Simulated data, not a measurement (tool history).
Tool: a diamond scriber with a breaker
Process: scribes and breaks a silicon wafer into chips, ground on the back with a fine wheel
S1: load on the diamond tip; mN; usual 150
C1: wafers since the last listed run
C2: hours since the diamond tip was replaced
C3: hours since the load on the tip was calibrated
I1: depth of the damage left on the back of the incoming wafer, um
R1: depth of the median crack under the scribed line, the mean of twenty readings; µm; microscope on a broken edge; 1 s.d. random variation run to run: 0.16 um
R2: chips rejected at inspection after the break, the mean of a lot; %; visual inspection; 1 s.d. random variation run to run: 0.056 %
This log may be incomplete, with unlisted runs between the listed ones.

| run | day | S1 | C1 | C2 | C3 | I1 | R1 | R2 |
|---|---|---|---|---|---|---|---|---|
| 1 | 0.000 | 150 | 0 | 13.8 | 311.9 | 2.89 | 15.89 | 1.10 |
| 2 | 0.742 | 150 | 72 | 31.6 | 329.7 | 2.59 | 16.13 | 1.05 |
| 3 | 1.412 | 150 | 65 | 47.7 | 345.8 | 2.85 | 15.42 | 1.20 |
| 4 | 1.929 | 150 | 50 | 60.1 | 358.2 | 1.81 | 16.02 | 0.76 |
| 5 | 2.358 | 150 | 41 | 70.4 | 368.5 | 2.12 | 15.83 | 0.91 |
| 6 | 2.696 | 181 | 32 | 78.5 | 376.6 | 2.11 | 17.23 | 1.83 |
| 7 | 3.312 | 181 | 60 | 93.3 | 391.4 | 2.14 | 17.27 | 2.11 |
| 8 | 3.679 | 139 | 35 | 102.1 | 400.2 | 1.68 | 15.43 | 0.76 |
| 9 | 4.417 | 139 | 72 | 119.8 | 417.9 | 1.91 | 15.59 | 0.65 |
| 10 | 5.162 | 185 | 72 | 137.7 | 435.8 | 1.88 | 17.58 | 2.24 |
| 11 | 5.883 | 185 | 70 | 155.0 | 453.1 | 1.75 | 17.40 | 2.30 |
| 12 | 6.383 | 185 | 48 | 167.0 | 465.1 | 2.16 | 17.79 | 2.54 |
| 13 | 6.862 | 150 | 46 | 178.5 | 476.6 | 2.41 | 16.08 | 1.02 |
| 14 | 7.425 | 150 | 54 | 192.0 | 490.1 | 2.60 | 15.92 | 1.14 |
| 15 | 7.833 | 169 | 39 | 201.8 | 499.9 | 1.53 | 17.20 | 1.37 |
| 16 | 8.129 | 169 | 28 | 208.9 | 507.0 | 2.05 | 17.00 | 1.56 |
| 17 | 8.483 | 169 | 34 | 217.4 | 515.5 | 1.88 | 16.80 | 1.42 |
| 18 | 9.079 | 163 | 58 | 231.7 | 529.8 | 1.75 | 16.70 | 1.27 |
| 19 | 9.558 | 163 | 46 | 243.2 | 541.3 | 2.41 | 16.72 | 1.49 |
| 20 | 9.925 | 150 | 35 | 252.0 | 550.1 | 1.92 | 15.92 | 0.84 |
| 21 | 10.675 | 124 | 73 | 270.0 | 568.1 | 2.29 | 14.80 | 1.17 |
| 22 | 11.329 | 180 | 63 | 285.7 | 583.8 | 1.91 | 17.52 | 2.20 |
| 23 | 11.675 | 150 | 33 | 294.0 | 592.1 | 2.53 | 16.13 | 1.12 |
| 24 | 12.158 | 150 | 47 | 305.6 | 603.7 | 2.89 | 16.09 | 1.46 |
| 25 | 12.667 | 166 | 49 | 317.8 | 615.9 | 1.62 | 16.96 | 1.34 |
| 26 | 13.017 | 150 | 34 | 326.2 | 624.3 | 2.90 | 16.27 | 1.26 |
| 27 | 13.329 | 189 | 30 | 333.7 | 631.8 | 2.22 | 18.31 | 2.88 |

Estimate the outcome of run 28 from the log above:
| 28 | 14.000 | 193 | 65 | 349.8 | 647.9 | 1.90 | ? | ? |

Run 28 measured R1 18.38 µm, R2 3.37 %.
Without the tool's hidden state the same run would have given R1 17.55 µm, R2 2.08 %.

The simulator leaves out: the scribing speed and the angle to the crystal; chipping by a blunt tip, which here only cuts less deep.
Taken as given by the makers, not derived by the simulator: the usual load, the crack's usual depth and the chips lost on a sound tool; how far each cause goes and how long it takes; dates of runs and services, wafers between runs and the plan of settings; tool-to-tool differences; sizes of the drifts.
